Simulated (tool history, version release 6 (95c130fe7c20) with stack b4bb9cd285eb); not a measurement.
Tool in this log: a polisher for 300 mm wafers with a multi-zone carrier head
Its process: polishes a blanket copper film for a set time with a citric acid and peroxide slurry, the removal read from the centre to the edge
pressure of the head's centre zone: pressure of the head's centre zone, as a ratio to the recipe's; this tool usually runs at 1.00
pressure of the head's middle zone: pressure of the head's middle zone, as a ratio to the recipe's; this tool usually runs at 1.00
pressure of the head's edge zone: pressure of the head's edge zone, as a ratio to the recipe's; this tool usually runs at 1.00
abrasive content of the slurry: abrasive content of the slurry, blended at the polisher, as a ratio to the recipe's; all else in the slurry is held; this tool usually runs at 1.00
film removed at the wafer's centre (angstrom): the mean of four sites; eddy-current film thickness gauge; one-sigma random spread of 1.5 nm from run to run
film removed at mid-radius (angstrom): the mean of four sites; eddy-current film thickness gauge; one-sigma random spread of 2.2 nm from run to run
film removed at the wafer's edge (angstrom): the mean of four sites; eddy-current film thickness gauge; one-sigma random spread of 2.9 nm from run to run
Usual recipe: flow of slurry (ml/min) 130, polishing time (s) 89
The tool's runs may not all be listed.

| run | hour | flow of slurry (ml/min) | pressure of the head's centre zone | pressure of the head's middle zone | pressure of the head's edge zone | abrasive content of the slurry | polishing time (s) | incoming thickness of the incoming film, nm | film removed at the wafer's centre (angstrom) | film removed at mid-radius (angstrom) | film removed at the wafer's edge (angstrom) |
|---|---|---|---|---|---|---|---|---|---|---|---|
| 1 | 0.0 | 130 | 1.00 | 1.00 | 1.00 | 1.00 | 89 | 1228.9 | 2215 | 2267 | 2249 |
| 2 | 27.6 | 130 | 1.00 | 1.00 | 1.00 | 1.00 | 89 | 1200.4 | 2275 | 2296 | 2267 |
| 3 | 67.3 | 130 | 1.00 | 1.00 | 1.00 | 1.00 | 89 | 1200.9 | 2238 | 2250 | 2306 |
| 4 | 121.9 | 130 | 1.00 | 1.00 | 1.00 | 1.00 | 89 | 1206.1 | 2238 | 2273 | 2330 |
|  | 165.7 | worn pad replaced by a new one |
| 5 | 186.4 | 130 | 0.95 | 1.00 | 1.00 | 1.00 | 89 | 1197.1 | 2157 | 2199 | 2284 |
|  | 254.1 | slurry nozzle cleaned |
| 6 | 257.9 | 130 | 0.95 | 1.00 | 1.00 | 1.00 | 89 | 1205.8 | 2184 | 2275 | 2317 |
| 7 | 293.8 | 130 | 0.95 | 1.00 | 1.00 | 1.00 | 89 | 1216.0 | 2185 | 2331 | 2350 |
| 8 | 346.4 | 130 | 1.00 | 1.00 | 0.90 | 1.00 | 89 | 1237.9 | 2262 | 2343 | 2204 |
|  | 368.2 | edge zone pressure recalibrated |
| 9 | 414.1 | 130 | 1.00 | 1.00 | 0.90 | 1.00 | 89 | 1227.2 | 2268 | 2275 | 2135 |
|  | 421.9 | worn pad replaced by a new one |
| 10 | 482.0 | 130 | 1.00 | 0.93 | 1.00 | 1.00 | 89 | 1223.6 | 2257 | 2170 | 2302 |
| 11 | 521.5 | 150 | 1.00 | 0.97 | 1.00 | 1.00 | 89 | 1210.4 | 2324 | 2309 | 2341 |
| 12 | 558.1 | 130 | 0.96 | 1.12 | 1.00 | 1.00 | 89 | 1234.9 | 2162 | 2459 | 2295 |
|  | 565.4 | centre zone pressure recalibrated |
| 13 | 611.9 | 120 | 0.94 | 1.08 | 1.00 | 1.20 | 89 | 1206.9 | 2139 | 2432 | 2331 |
|  | 671.8 | worn pad replaced by a new one |
| 14 | 695.6 | 130 | 0.93 | 0.92 | 0.94 | 1.00 | 115 | 1207.3 | 2686 | 2700 | 2836 |
| 15 | 721.0 | 115 | 1.00 | 1.00 | 1.00 | 1.00 | 89 | 1235.8 | 2140 | 2146 | 2230 |
| 16 | 754.4 | 130 | 1.12 | 1.00 | 1.00 | 1.00 | 111 | 1223.3 | 3156 | 2814 | 2847 |
|  | 791.3 | carrier head's membrane replaced by a new one |
| 17 | 816.0 | 130 | 1.00 | 1.00 | 0.90 | 1.00 | 89 | 1199.5 | 2246 | 2258 | 2138 |
| 18 | 846.4 | 130 | 1.12 | 1.00 | 1.00 | 1.00 | 111 | 1226.4 | 3128 | 2788 | 2850 |
|  | 860.9 | edge zone pressure recalibrated |
|  | 861.5 | slurry nozzle cleaned |
|  | 880.5 | worn pad replaced by a new one |
| 19 | 901.5 | 130 | 1.00 | 0.95 | 1.00 | 1.00 | 89 | 1224.9 | 2281 | 2199 | 2365 |
| 20 | 954.3 | 130 | 1.00 | 1.00 | 1.00 | 1.00 | 89 | 1205.9 | 2299 | 2279 | 2321 |
| 21 | 1000.8 | 130 | 1.00 | 1.00 | 1.00 | 1.00 | 89 | 1209.1 | 2296 | 2296 | 2290 |
| 22 | 1070.1 | 130 | 1.00 | 1.00 | 1.00 | 1.00 | 89 | 1229.7 | 2262 | 2293 | 2251 |

Below are 3 alternative next runs, each starting from the tool's condition after run 22. Predict each:
| A | 1070.6 | 130 | 1.00 | 1.00 | 1.00 | 1.00 | 89 | 1220.7 | ? | ? | ? |
| B | 1070.6 | 130 | 1.00 | 0.91 | 0.96 | 0.75 | 89 | 1220.7 | ? | ? | ? |
| C | 1070.6 | 130 | 1.00 | 1.10 | 1.05 | 1.00 | 89 | 1220.7 | ? | ? | ? |

| run | film removed at the wafer's centre (angstrom) | film removed at mid-radius (angstrom) | film removed at the wafer's edge (angstrom) |
|---|---|---|---|
| A | 2271 | 2236 | 2279 |
| B | 2128 | 1937 | 2097 |
| C | 2273 | 2425 | 2331 |
Without the tool's unlogged condition, the same runs would have read:
| run | film removed at the wafer's centre (angstrom) | film removed at mid-radius (angstrom) | film removed at the wafer's edge (angstrom) |
|---|---|---|---|
| A | 2319 | 2278 | 2309 |
| B | 2173 | 1973 | 2125 |
| C | 2321 | 2470 | 2361 |

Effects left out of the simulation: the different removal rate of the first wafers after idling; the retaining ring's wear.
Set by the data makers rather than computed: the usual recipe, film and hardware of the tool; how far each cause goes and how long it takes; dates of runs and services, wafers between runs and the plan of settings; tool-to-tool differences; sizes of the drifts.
